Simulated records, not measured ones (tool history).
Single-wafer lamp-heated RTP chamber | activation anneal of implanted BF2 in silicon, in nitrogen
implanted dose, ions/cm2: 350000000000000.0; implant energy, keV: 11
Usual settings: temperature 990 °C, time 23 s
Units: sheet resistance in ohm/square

run	hour	temperature	time	wafers since the last listed run	wafers since the last pyrometer calibration	wafers since the reflector plate was cleaned	hours since the gauge calibration	read-back reference wafer on the same gauge, sheet resistance	sheet resistance
1	0	990	23	0	5622	206	210.8	368.92	389.01
2	71.9	990	23	1339	6961	1545	282.7	368.99	386
# hour 98.3: pyrometer window cleaned and pyrometer calibrated
3	141.4	990	23	1145	801	2690	352.2	368.78	394.37
4	211.6	990	23	1307	2109	3998	422.4	368.75	392.25
5	260	990	23	901	3010	4899	470.8	369.3	391.14
6	333.4	990	23	1366	4377	6266	544.2	369.18	388.99
7	401.8	990	23	1273	5651	7540	612.6	369.09	385.24
# hour 475.9: pyrometer window cleaned and pyrometer calibrated
8	488.6	990	19	1467	236	9007	699.4	369.03	394.77
9	607.4	990	19	2212	2448	11220	818.2	368.85	392.18
# hour 636.8: reflector plate cleaned
10	697.2	990	23	1523	3972	1124	908	368.98	392.47
# hour 786.1: pyrometer window cleaned and pyrometer calibrated
11	803.4	990	23	1828	322	2953	1014.2	368.9	394.96
# hour 837.6: gauge calibrated
12	850.9	990	23	884	1206	3838	13.3	368.99	394.9
13	915.3	1001	27	1199	2406	5037	77.7	369.07	381.75
14	1012.8	966	15	1815	4221	6853	175.2	368.98	430.29
15	1097.7	990	35	1581	5802	8434	260.1	368.98	379.08
# hour 1172.9: pyrometer window cleaned and pyrometer calibrated
16	1182.1	1010	19	1422	171	9857	344.5	368.93	380.8
17	1261.9	980	10	1486	1657	11343	424.3	368.96	417.9
18	1335.6	1014	32	1372	3029	12715	498	369	367.47
19	1382	1012	17	864	3894	13579	544.4	369.05	378.68
# hour 1420.2: reflector plate cleaned
20	1482.4	962	23	1720	5614	1158	644.8	369.12	421.91
# hour 1524.5: pyrometer window cleaned and pyrometer calibrated
21	1559.9	990	23	1294	659	2452	722.3	368.91	395.34
22	1646.2	969	10	1607	2266	4059	808.6	368.82	445.77
23	1700.6	990	23	1013	3279	5072	863	368.66	393.3
24	1778.9	999	30	1458	4737	6530	941.3	368.94	378.33

How the hidden state differs across the entries between the runs, from the last listed run before each to the first after it:
Between runs 2 and 3: pyrometer window cleaned and pyrometer calibrated (hour 98.3)
  true wafer temperature minus pyrometer reading, K: 12.7 -> 1.35; wafer temperature error from the tarnished reflector plate, K: 1.87 -> 2.57
  measured less the result without the state, sheet resistance: -12.02 -> -3.83 ohm/square
Between runs 7 and 8: pyrometer window cleaned and pyrometer calibrated (hour 475.9)
  true wafer temperature minus pyrometer reading, K: 9.03 -> 1.36; wafer temperature error from the tarnished reflector plate, K: 5.18 -> 6.05
  measured less the result without the state, sheet resistance: -11.77 -> -7.28 ohm/square
Between runs 9 and 10: reflector plate cleaned (hour 636.8)
  true wafer temperature minus pyrometer reading, K: 2.82 -> 5.51; wafer temperature error from the tarnished reflector plate, K: 7.25 -> 0.635
  measured less the result without the state, sheet resistance: -9.46 -> -5.79 ohm/square
Between runs 10 and 11: pyrometer window cleaned and pyrometer calibrated (hour 786.1)
  true wafer temperature minus pyrometer reading, K: 5.51 -> 0.863; wafer temperature error from the tarnished reflector plate, K: 0.635 -> 1.7
  measured less the result without the state, sheet resistance: -5.79 -> -2.57 ohm/square
Between runs 11 and 12: gauge calibrated (hour 837.6)
  true wafer temperature minus pyrometer reading, K: 0.863 -> 1.2; wafer temperature error from the tarnished reflector plate, K: 1.7 -> 2.18
  measured less the result without the state, sheet resistance: -2.57 -> -3.33 ohm/square
Between runs 15 and 16: pyrometer window cleaned and pyrometer calibrated (hour 1172.9)
  true wafer temperature minus pyrometer reading, K: 9.11 -> 1.12; wafer temperature error from the tarnished reflector plate, K: 4.66 -> 5.51
  measured less the result without the state, sheet resistance: -10.53 -> -3.97 ohm/square
Between runs 19 and 20: reflector plate cleaned (hour 1420.2)
  true wafer temperature minus pyrometer reading, K: 4.83 -> 9.27; wafer temperature error from the tarnished reflector plate, K: 7.52 -> 0.854
  measured less the result without the state, sheet resistance: -7.38 -> -21.6 ohm/square
Between runs 20 and 21: pyrometer window cleaned and pyrometer calibrated (hour 1524.5)
  true wafer temperature minus pyrometer reading, K: 9.27 -> 0.512; wafer temperature error from the tarnished reflector plate, K: 0.854 -> 1.63
  measured less the result without the state, sheet resistance: -21.6 -> -2.17 ohm/square
